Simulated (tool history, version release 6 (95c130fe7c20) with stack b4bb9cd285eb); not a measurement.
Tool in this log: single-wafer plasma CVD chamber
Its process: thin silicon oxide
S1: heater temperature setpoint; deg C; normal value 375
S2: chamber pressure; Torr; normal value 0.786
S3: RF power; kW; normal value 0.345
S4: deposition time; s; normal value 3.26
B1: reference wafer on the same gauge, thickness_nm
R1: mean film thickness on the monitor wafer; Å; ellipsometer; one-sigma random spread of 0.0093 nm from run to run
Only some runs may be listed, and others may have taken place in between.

run   hour   S1     S2     S3    S4     B1     R1
  1      0  375  0.786  0.345  3.26  5.255  55.44
  2   16.2  375  0.786  0.345  3.26   5.25  55.54
  3   32.6  375  0.786  0.345  3.26  5.254  55.39
  4   42.6  364  0.786   0.38  3.26  5.249  57.53
  5   57.7  364  0.786   0.38  3.26  5.254  57.47
  6   67.6  375  0.786  0.345  3.26  5.248  55.36
  7   82.9  375   0.89  0.345  3.26   5.25   60.2
  8  100.8  375  0.923  0.345  2.92  5.248  55.14
     120.8  -- RF generator calibrated
  9  121.3  375  0.923  0.345  2.92  5.248  55.04
     134.9  -- capacitance manometer re-zeroed and calibrated
 10  135.4  375  0.923  0.345  2.92  5.247  53.51
       150  -- thermocouple changed; heater temperature recalibrated
 11  150.5  375  0.786  0.345  3.26   5.25   53.4
 12  162.8  375  0.786  0.385  3.26  5.251  55.03
 13  177.5  375  0.786  0.385  3.26  5.252  54.95
     192.7  -- capacitance manometer re-zeroed and calibrated, repeated, since the last time left the tool worse
 14  193.2  383  0.605  0.345  3.81  5.249   56.2
       197  -- gauge calibrated
 15  202.5  375  0.786  0.345  2.97  5.252  52.27
       212  -- showerhead replaced
 16  217.3  375  0.645    0.4  2.76  5.252  44.31
 17  226.5  385  0.927   0.37  3.64  5.254   71.9
 18  233.4  380  0.786  0.415  2.67  5.249  49.18
 19  243.5  375  0.786  0.345  2.76  5.251  48.38
 20  250.5  375  0.912  0.345  3.26  5.252  62.91
 21    261  365  0.843  0.345  3.49  5.252  64.53
 22  269.5  375  0.875  0.345  2.74  5.251  51.48
 23  275.9  375  0.786  0.345  3.26  5.251  57.06
 24  289.7  365  0.703  0.345  3.26  5.245  53.39
 25  299.1  375  0.786  0.345  3.26  5.247  56.99
 26  309.1  375  0.864  0.275  3.88  5.249  67.77
 27  315.9  375  0.786  0.345  3.26  5.253  57.03

Branching from run 27: 4 alternative next runs. What would each branch give?
  A  316.3  382  0.786  0.345  3.26   ?   ?
  B  316.3  375   0.97  0.345  3.26   ?   ?
  C  316.3  375  0.786    0.4  3.26   ?   ?
  D  316.3  375  0.786  0.345  2.81   ?   ?

run     B1     R1
  A  5.251  56.72
  B  5.251  64.96
  C  5.251  59.35
  D  5.251  49.13
Take away the tool's hidden state, keep each run's random variation, and the runs would have read:
run     R1
  A  56.99
  B  65.23
  C  59.63
  D  49.36

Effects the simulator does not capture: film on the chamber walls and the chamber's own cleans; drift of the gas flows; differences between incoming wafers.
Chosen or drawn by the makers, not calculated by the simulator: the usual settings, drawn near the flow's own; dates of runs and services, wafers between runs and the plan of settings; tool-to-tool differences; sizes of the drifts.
